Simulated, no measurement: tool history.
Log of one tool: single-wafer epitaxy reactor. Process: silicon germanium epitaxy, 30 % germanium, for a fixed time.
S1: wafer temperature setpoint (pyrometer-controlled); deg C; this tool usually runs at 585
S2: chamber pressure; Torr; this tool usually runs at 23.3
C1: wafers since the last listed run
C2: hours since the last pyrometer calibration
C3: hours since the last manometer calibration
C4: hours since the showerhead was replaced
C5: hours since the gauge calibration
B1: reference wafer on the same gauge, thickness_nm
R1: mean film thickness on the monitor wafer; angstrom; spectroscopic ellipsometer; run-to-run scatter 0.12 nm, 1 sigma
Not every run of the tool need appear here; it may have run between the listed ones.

run    hour   S1    S2    C1      C2     C3      C4      C5      B1      R1
  1       0  585  23.3     0  1289.4  228.6  2606.7  1397.7  49.793  447.91
  2    62.7  585  23.3   976  1352.1  291.3  2669.4  1460.4  49.845  448.21
  3     116  575  23.3   829  1405.4  344.6  2722.7  1513.7  49.791  367.97
  4   184.4  575  23.3  1065  1473.8    413  2791.1  1582.1  49.802  367.31
  5   226.4  592  23.3   654  1515.8    455  2833.1  1624.1  49.773  510.24
  6   257.2  585  23.3   479  1546.6  485.8  2863.9  1654.9  49.847  447.72
  7   326.2  591  23.3  1074  1615.6  554.8  2932.9  1723.9  49.737  501.31
  8     380  591  23.3   837  1669.4  608.6  2986.7  1777.7  49.786  500.62
      405.1  -- gauge calibrated
  9     451  591  23.3  1105  1740.4  679.6  3057.7    45.9  49.795  500.77
 10   479.2  585  23.3   439  1768.6  707.8  3085.9    74.1   49.81  447.25
 11   511.1  590  26.2   496  1800.5  739.7  3117.8     106  49.775  513.94
      562.3  -- showerhead replaced
 12   571.5  585  19.7   815  1860.9  800.1     9.2   166.4  49.749  415.38
 13     597  575  23.3   397  1886.4  825.6    34.7   191.9  49.771  366.67
 14     655  579  18.8   903  1944.4  883.6    92.7   249.9  49.801   362.2
      715.3  -- capacitance manometer re-zeroed and calibrated
 15   865.4  579  21.5  3151  2154.8  150.1   303.1   460.3  49.827  384.69
 16   903.2  576  25.2   588  2192.6  187.9   340.9   498.1  49.828   386.6
 17   970.6  596  18.5  1049    2260  255.3   408.3   565.5  49.783  500.06
     1016.8  -- pyrometer calibrated
 18  1017.1  585  21.5   599     0.3  301.8   454.8     612  49.812  440.83
 19  1054.2  591  18.5   577    37.4  338.9   491.9   649.1  49.825  465.07
 20  1085.8  575  20.3   492      69  370.5   523.5   680.7  49.878  354.24
 21  1111.6  591  18.5   401    94.8  396.3   549.3   706.5  49.784  462.03
 22  1150.3  585    25   602   133.5    435     588   745.2  49.841  468.62
 23  1211.4  592  17.8   951   194.6  496.1   649.1   806.3  49.786  464.76
 24  1273.4  585  23.3   965   256.6  558.1   711.1   868.3  49.817  452.66
 25  1304.5  590  26.2   484   287.7  589.2   742.2   899.4  49.759  524.76
 26  1348.2  585  23.3   680   331.4  632.9   785.9   943.1  49.808  451.84
 27  1391.9  593  23.3   680   375.1  676.6   829.6   986.8   49.77   531.2

Expected results for the next run?
 28  1433.5  589  18.2  647  416.7  718.2  871.2  1028.4   ?   ?

B1: 49.821
R1: 440.44 angstrom
With the hidden condition absent and the run-to-run variation left alone, this run would have shown R1 446.7 angstrom.
